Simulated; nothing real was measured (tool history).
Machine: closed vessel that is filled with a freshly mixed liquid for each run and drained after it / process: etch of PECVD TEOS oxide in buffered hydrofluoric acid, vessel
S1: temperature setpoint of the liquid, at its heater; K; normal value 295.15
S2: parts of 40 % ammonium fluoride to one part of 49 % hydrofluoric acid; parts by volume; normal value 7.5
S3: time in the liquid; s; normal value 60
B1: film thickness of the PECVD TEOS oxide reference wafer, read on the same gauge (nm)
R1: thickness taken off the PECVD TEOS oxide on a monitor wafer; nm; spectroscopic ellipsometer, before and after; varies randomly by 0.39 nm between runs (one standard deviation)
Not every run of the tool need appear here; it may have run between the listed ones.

run 1 day=0 | S1=297.15 S2=7.5 S3=50 | B1=149.99 | R1=109.69
run 2 day=1.146 | S1=297.15 S2=7.5 S3=50 | B1=150 | R1=109.9
run 3 day=1.892 | S1=297.15 S2=7.5 S3=50 | B1=150.05 | R1=110.42
run 4 day=2.862 | S1=295.15 S2=7.5 S3=60 | B1=149.99 | R1=118.06
run 5 day=5.154 | S1=295.15 S2=7.5 S3=60 | B1=149.99 | R1=117.49
run 6 day=6.083 | S1=295.15 S2=7.5 S3=60 | B1=149.97 | R1=118.21
-- day=7.329 hydrofluoric acid flow meter replaced
run 7 day=7.371 | S1=295.15 S2=7.5 S3=90 | B1=150.04 | R1=185.93
run 8 day=8.538 | S1=297.65 S2=7.5 S3=40 | B1=149.99 | R1=94.37
-- day=9.204 gauge calibrated
run 9 day=9.533 | S1=297.65 S2=7.5 S3=40 | B1=149.97 | R1=94.07
run 10 day=11.596 | S1=295.15 S2=8.5 S3=60 | B1=150.02 | R1=107.17
-- day=11.658 thermometer replaced
run 11 day=13.683 | S1=295.15 S2=7.5 S3=50 | B1=149.96 | R1=102.14
run 12 day=14.429 | S1=295.15 S2=7.5 S3=60 | B1=150 | R1=122.59
run 13 day=15.375 | S1=293.65 S2=7.5 S3=60 | B1=149.94 | R1=112.31
run 14 day=16.342 | S1=295.15 S2=7.5 S3=60 | B1=150.03 | R1=122.9
run 15 day=17.05 | S1=295.15 S2=7.5 S3=85 | B1=150.02 | R1=172.85
run 16 day=18.888 | S1=295.15 S2=10 S3=30 | B1=149.98 | R1=46.66
run 17 day=20.258 | S1=292.15 S2=7.5 S3=60 | B1=150.01 | R1=102.35
run 18 day=21.162 | S1=295.15 S2=8.5 S3=60 | B1=150.01 | R1=106.07
run 19 day=21.888 | S1=295.15 S2=7.5 S3=60 | B1=149.99 | R1=120.83
run 20 day=22.417 | S1=291.15 S2=5.5 S3=80 | B1=150.01 | R1=172.29
run 21 day=23.025 | S1=299.65 S2=7.5 S3=30 | B1=150.02 | R1=77.19

Predict each of these 5 candidate next runs independently; none follows another, all start after run 21:
run A day=23.054 | S1=295.15 S2=7.5 S3=60 | B1=? | R1=?
run B day=23.054 | S1=293.65 S2=5.5 S3=30 | B1=? | R1=?
run C day=23.054 | S1=290.15 S2=7.5 S3=35 | B1=? | R1=?
run D day=23.054 | S1=297.65 S2=5.5 S3=75 | B1=? | R1=?
run E day=23.054 | S1=300.15 S2=7.5 S3=60 | B1=? | R1=?

run=A B1=149.98 R1=120.35
run=B B1=149.98 R1=73.77
run=C B1=149.98 R1=53.02
run=D B1=149.98 R1=229.76
run=E B1=149.98 R1=157.88
Had the tool no hidden state, the same runs would have come out as:
run=A R1=123.14
run=B R1=75.11
run=C R1=54.26
run=D R1=233.92
run=E R1=161.54

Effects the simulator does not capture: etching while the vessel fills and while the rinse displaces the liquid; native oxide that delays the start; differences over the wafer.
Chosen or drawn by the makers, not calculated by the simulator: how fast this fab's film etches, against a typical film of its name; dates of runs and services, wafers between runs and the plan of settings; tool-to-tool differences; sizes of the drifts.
